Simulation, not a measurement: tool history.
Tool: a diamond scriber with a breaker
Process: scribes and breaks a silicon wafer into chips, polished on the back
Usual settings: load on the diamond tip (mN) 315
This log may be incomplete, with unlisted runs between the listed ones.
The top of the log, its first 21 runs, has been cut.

| run | day | load on the diamond tip (mN) | wafers since the last listed run | hours since the diamond tip was replaced | hours since the load on the tip was calibrated | incoming depth of the damage left on the back of the incoming wafer, um | depth of the median crack under the scribed line (um) | chips rejected at inspection after the break (%) |
|---|---|---|---|---|---|---|---|---|
| 22 | 10.917 | 385 | 36 | 504.6 | 61.2 | 0.02 | 7.69 | 3.41 |
| 23 | 11.562 | 315 | 62 | 520.1 | 76.7 | 0.01 | 6.93 | 2.07 |
| 24 | 11.971 | 339 | 39 | 529.9 | 86.5 | 0.02 | 7.25 | 2.20 |
| 25 | 12.642 | 262 | 65 | 546.0 | 102.6 | 0.02 | 6.64 | 3.24 |
| 26 | 13.233 | 254 | 57 | 560.2 | 116.8 | 0.03 | 6.54 | 3.80 |
| 27 | 13.867 | 351 | 61 | 575.4 | 132.0 | 0.02 | 7.27 | 2.10 |
| 28 | 14.296 | 277 | 41 | 585.7 | 142.3 | 0.02 | 6.61 | 2.68 |
| 29 | 15.021 | 241 | 70 | 603.1 | 159.7 | 0.01 | 6.31 | 4.61 |
| 30 | 15.362 | 347 | 33 | 611.3 | 167.9 | 0.04 | 7.25 | 2.41 |
|  | 16.071 | diamond tip replaced by a new one |
| 31 | 16.092 | 291 | 62 | 0.5 | 185.4 | 0.02 | 6.82 | 2.12 |
| 32 | 16.583 | 254 | 47 | 12.3 | 197.2 | 0.05 | 6.37 | 3.56 |
| 33 | 16.971 | 315 | 37 | 21.6 | 206.5 | 0.04 | 7.18 | 1.96 |
| 34 | 17.250 | 279 | 27 | 28.3 | 213.2 | 0.04 | 6.73 | 2.57 |
| 35 | 17.758 | 380 | 49 | 40.5 | 225.4 | 0.01 | 7.49 | 3.76 |
| 36 | 18.079 | 278 | 31 | 48.2 | 233.1 | 0.05 | 6.63 | 2.50 |
| 37 | 18.492 | 315 | 40 | 58.1 | 243.0 | 0.02 | 6.73 | 2.09 |
| 38 | 18.808 | 315 | 30 | 65.7 | 250.6 | 0.03 | 6.94 | 2.03 |
| 39 | 19.550 | 315 | 72 | 83.5 | 268.4 | 0.03 | 6.94 | 1.98 |
| 40 | 19.967 | 228 | 40 | 93.5 | 278.4 | 0.04 | 6.15 | 5.76 |
| 41 | 20.238 | 315 | 26 | 100.0 | 284.9 | 0.02 | 6.87 | 1.83 |
| 42 | 21.504 | 242 | 123 | 130.4 | 315.3 | 0.03 | 6.13 | 4.52 |

Consider 4 possible next runs. They are alternatives, not a sequence: every one starts from the tool as it was left by run 42. What does each give?
| A | 21.525 | 315 | 2 | 130.9 | 315.8 | 0.03 | ? | ? |
| B | 21.525 | 376 | 2 | 130.9 | 315.8 | 0.03 | ? | ? |
| C | 21.525 | 245 | 2 | 130.9 | 315.8 | 0.03 | ? | ? |
| D | 21.525 | 258 | 2 | 130.9 | 315.8 | 0.03 | ? | ? |

| run | depth of the median crack under the scribed line (um) | chips rejected at inspection after the break (%) |
|---|---|---|
| A | 7.15 | 1.70 |
| B | 7.77 | 2.88 |
| C | 6.40 | 3.77 |
| D | 6.55 | 3.03 |
Without the tool's hidden state the same runs would have given:
| run | depth of the median crack under the scribed line (um) | chips rejected at inspection after the break (%) |
|---|---|---|
| A | 7.15 | 1.70 |
| B | 7.77 | 2.88 |
| C | 6.40 | 3.77 |
| D | 6.55 | 3.03 |

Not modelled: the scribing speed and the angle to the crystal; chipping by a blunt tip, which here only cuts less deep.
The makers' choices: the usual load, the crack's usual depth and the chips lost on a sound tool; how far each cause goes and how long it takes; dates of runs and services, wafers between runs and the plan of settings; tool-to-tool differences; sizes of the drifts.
